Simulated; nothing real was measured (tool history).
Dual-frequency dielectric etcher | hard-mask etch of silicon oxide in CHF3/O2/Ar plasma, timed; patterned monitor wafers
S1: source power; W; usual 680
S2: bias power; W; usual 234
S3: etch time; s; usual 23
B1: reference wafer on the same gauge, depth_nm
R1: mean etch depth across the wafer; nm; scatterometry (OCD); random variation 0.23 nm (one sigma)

run 1 hour=0 | S1=680 S2=234 S3=20 | B1=46.3 | R1=40.3
run 2 hour=40.7 | S1=680 S2=204 S3=23 | B1=46.3 | R1=44.6
run 3 hour=122.3 | S1=680 S2=204 S3=23 | B1=46.2 | R1=45.1
run 4 hour=228 | S1=680 S2=202 S3=23 | B1=46.2 | R1=44.5
run 5 hour=510.5 | S1=560 S2=214 S3=23 | B1=47.5 | R1=44.4
run 6 hour=606.9 | S1=560 S2=214 S3=23 | B1=47.4 | R1=44.3
run 7 hour=645.2 | S1=790 S2=198 S3=18 | B1=47.3 | R1=36.7
run 8 hour=700.9 | S1=680 S2=234 S3=20 | B1=47.2 | R1=41.6
run 9 hour=770.8 | S1=550 S2=213 S3=27 | B1=47.1 | R1=51.7
run 10 hour=815 | S1=680 S2=234 S3=23 | B1=47.1 | R1=47.5
run 11 hour=891.1 | S1=790 S2=210 S3=29.5 | B1=47 | R1=61.1
run 12 hour=930.5 | S1=620 S2=202 S3=23 | B1=47 | R1=44.3
run 13 hour=967.8 | S1=680 S2=234 S3=23 | B1=47 | R1=47.1
run 14 hour=1007.1 | S1=570 S2=285 S3=17.5 | B1=46.9 | R1=36.9
run 15 hour=1062.9 | S1=680 S2=234 S3=23 | B1=46.8 | R1=47.6
run 16 hour=1147 | S1=680 S2=291 S3=18.5 | B1=46.8 | R1=41
run 17 hour=1252.7 | S1=540 S2=267 S3=20 | B1=46.8 | R1=40.4
run 18 hour=1348.5 | S1=680 S2=274 S3=27 | B1=46.7 | R1=58.6
run 19 hour=1409.1 | S1=760 S2=206 S3=16.5 | B1=46.7 | R1=33.3
run 20 hour=1558.2 | S1=820 S2=214 S3=17.5 | B1=46.6 | R1=36.3
run 21 hour=1683.1 | S1=680 S2=261 S3=23 | B1=46.6 | R1=48.7
run 22 hour=1702.4 | S1=800 S2=291 S3=17.5 | B1=46.5 | R1=40
run 23 hour=1779.1 | S1=680 S2=234 S3=29 | B1=46.4 | R1=59.3
run 24 hour=1838.2 | S1=680 S2=194 S3=23 | B1=46.4 | R1=44.7
run 25 hour=1905.2 | S1=680 S2=234 S3=23 | B1=46.4 | R1=46.8
run 26 hour=2005.4 | S1=680 S2=234 S3=23 | B1=46.4 | R1=46.7
run 27 hour=2074.6 | S1=760 S2=206 S3=16.5 | B1=46.4 | R1=33.3
run 28 hour=2168.8 | S1=680 S2=234 S3=19 | B1=46.3 | R1=38.5
run 29 hour=2232 | S1=680 S2=234 S3=29 | B1=46.4 | R1=58.6
run 30 hour=2326.8 | S1=520 S2=234 S3=29 | B1=46.4 | R1=55.2

Not shown: 8 entries that the log had between the listed runs. Between which runs, and how does the tool's hidden state differ before and after?
Between runs 2 and 3: bias power generator calibrated (hour 79.3)
  gauge reads high (%): -3.02 -> -3.04
  measured less the result without the state, R1: -1.4 -> -1.4 nm
Between runs 4 and 5: source power generator calibrated (hour 312.8); wet clean of the chamber (hour 333); gauge calibrated (hour 474)
  gauge reads high (%): -3.06 -> -0.529
  measured less the result without the state, R1: -1.4 -> -0.3 nm
Between runs 8 and 9: upper electrode replaced (hour 753.7)
  gauge reads high (%): -1 -> -1.15
  measured less the result without the state, R1: -0.4 -> -0.6 nm
Between runs 12 and 13: wet clean of the chamber (hour 961.8)
  gauge reads high (%): -1.46 -> -1.53
  measured less the result without the state, R1: -0.7 -> -0.7 nm
Between runs 20 and 21: wet clean of the chamber (hour 1682.6)
  gauge reads high (%): -2.32 -> -2.44
  measured less the result without the state, R1: -0.8 -> -1.2 nm
Between runs 29 and 30: wet clean of the chamber (hour 2326.3)
  gauge reads high (%): -2.82 -> -2.87
  measured less the result without the state, R1: -1.7 -> -1.7 nm
